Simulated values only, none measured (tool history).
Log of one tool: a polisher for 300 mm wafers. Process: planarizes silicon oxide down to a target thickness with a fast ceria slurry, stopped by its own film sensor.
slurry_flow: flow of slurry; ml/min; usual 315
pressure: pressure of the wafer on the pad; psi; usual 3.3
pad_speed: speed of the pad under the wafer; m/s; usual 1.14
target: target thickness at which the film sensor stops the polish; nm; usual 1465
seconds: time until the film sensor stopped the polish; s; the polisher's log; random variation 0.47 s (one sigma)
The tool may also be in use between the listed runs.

run    hour  slurry_flow  pressure  pad_speed  target  incoming thickness of the incoming film, nm  seconds
  1       0          370       3.3       1.14    1465                                       2400.6     50.8
  2    53.3          370       3.3       1.14    1465                                       2317.9     45.6
  3    93.9          315       3.3       1.14    1465                                       2354.5     47.6
  4   200.2          315       3.3       1.42    1465                                       2405.4     41.1
  5   279.2          315       3.3       1.42    1465                                       2400.9     41.7
  6   338.6          315       3.3       1.42    1465                                       2330.1     38.8
  7   410.6          315       4.2       1.14    1465                                       2356.4       41
  8   460.6          315       4.2       1.14    1465                                       2355.3     40.6
  9     664          315       3.3       1.14    1465                                       2385.4     52.6
 10   717.7          315       3.3       1.14    1465                                         2348     47.1
 11   984.6          315       3.3       1.14    1465                                       2342.5     47.5
 12  1037.7          315       3.3       1.14    1465                                       2348.6     47.1
 13  1087.7          315       3.3       1.14    1465                                       2394.4     50.8
 14  1138.1          315       3.3       1.02    1284                                       2409.4     67.5
 15  1268.9          420       3.3       1.14    1465                                       2392.7     48.7
 16  1318.6          315       3.3       1.14    1465                                       2381.4     49.5
 17  1418.5          315       3.3       0.98    1465                                       2381.3     57.8
 18  1491.9          385       3.3       1.14    1465                                       2351.4       47
 19  1546.9          315       3.3       1.14    1465                                         2381     49.6
 20  1866.9          315       2.8       1.34    1315                                       2404.7     57.3
 21  1903.3          220       3.8       0.86    1311                                       2352.4     68.9
 22  1982.9          415       2.2       1.14    1465                                       2319.9     61.1
 23  2071.6          315       2.3       1.28    1165                                       2364.5     75.1
 24  2120.3          315       2.3       1.14    1465                                       2340.5     61.4
 25  2208.9          350         4       1.14    1465                                       2352.2     41.1
 26  2255.3          315       3.8       1.42    1465                                       2371.3     35.2
 27  2301.5          355       2.6       0.94    1465                                       2324.8     68.3
 28    2372          315       3.3       1.14    1465                                       2398.8     49.3
 29  2475.4          270       3.3       1.14    1465                                       2361.1     48.9
 30  2542.6          315       3.3       1.14    1465                                       2360.6     47.4
 31  2596.8          250       2.9       0.76    1668                                       2370.7     63.3
 32  2754.4          315       3.3       1.14    1465                                       2374.8     48.6
 33  2801.6          315       3.3       1.14    1228                                       2368.2       61
 34  2845.9          285       4.3       0.86    1465                                       2357.6     51.8
 35  2912.4          315       3.3       1.14    1465                                         2368     48.9
 36  2962.5          315       3.3       1.14    1465                                       2392.5     50.8

Not shown: 10 entries that the log had between the listed runs. Between which runs, and how does the tool's hidden state differ before and after?
Between runs 2 and 3: worn pad replaced by a new one (hour 76.7)
  slurry flow missing at the pad, %: 18.9 -> 19.1
  measured less the result without the state, seconds: +0.6 -> +0.8 s
Between runs 4 and 5: slurry nozzle cleaned (hour 203.1)
  slurry flow missing at the pad, %: 19.6 -> 40.5
  measured less the result without the state, seconds: +0.7 -> +1.8 s
Between runs 9 and 10: slurry nozzle cleaned, repeated, since the last time left the tool worse (hour 712.5)
  slurry flow missing at the pad, %: 51.5 -> 2.83
  measured less the result without the state, seconds: +3.3 -> +0.1 s
Between runs 10 and 11: worn pad replaced by a new one (hour 818.3)
  slurry flow missing at the pad, %: 2.83 -> 14.2
  measured less the result without the state, seconds: +0.1 -> +0.6 s
Between runs 14 and 15: head pressure recalibrated (hour 1151.5)
  slurry flow missing at the pad, %: 17.4 -> 19.1
  measured less the result without the state, seconds: +0.9 -> +0.6 s
Between runs 18 and 19: worn pad replaced by a new one (hour 1527.4)
  slurry flow missing at the pad, %: 20.7 -> 20.9
  measured less the result without the state, seconds: +0.7 -> +0.9 s
Between runs 19 and 20: slurry nozzle cleaned (hour 1583.2)
  slurry flow missing at the pad, %: 20.9 -> 12.4
  measured less the result without the state, seconds: +0.9 -> +0.6 s
Between runs 26 and 27: head pressure recalibrated (hour 2260.4)
  slurry flow missing at the pad, %: 17.9 -> 18.2
  measured less the result without the state, seconds: +0.5 -> +1 s
Between runs 27 and 28: worn pad replaced by a new one (hour 2345.4)
  slurry flow missing at the pad, %: 18.2 -> 18.6
  measured less the result without the state, seconds: +1 -> +0.8 s
Between runs 29 and 30: slurry nozzle cleaned (hour 2477.9)
  slurry flow missing at the pad, %: 19 -> 4.18
  measured less the result without the state, seconds: +0.9 -> +0.1 s

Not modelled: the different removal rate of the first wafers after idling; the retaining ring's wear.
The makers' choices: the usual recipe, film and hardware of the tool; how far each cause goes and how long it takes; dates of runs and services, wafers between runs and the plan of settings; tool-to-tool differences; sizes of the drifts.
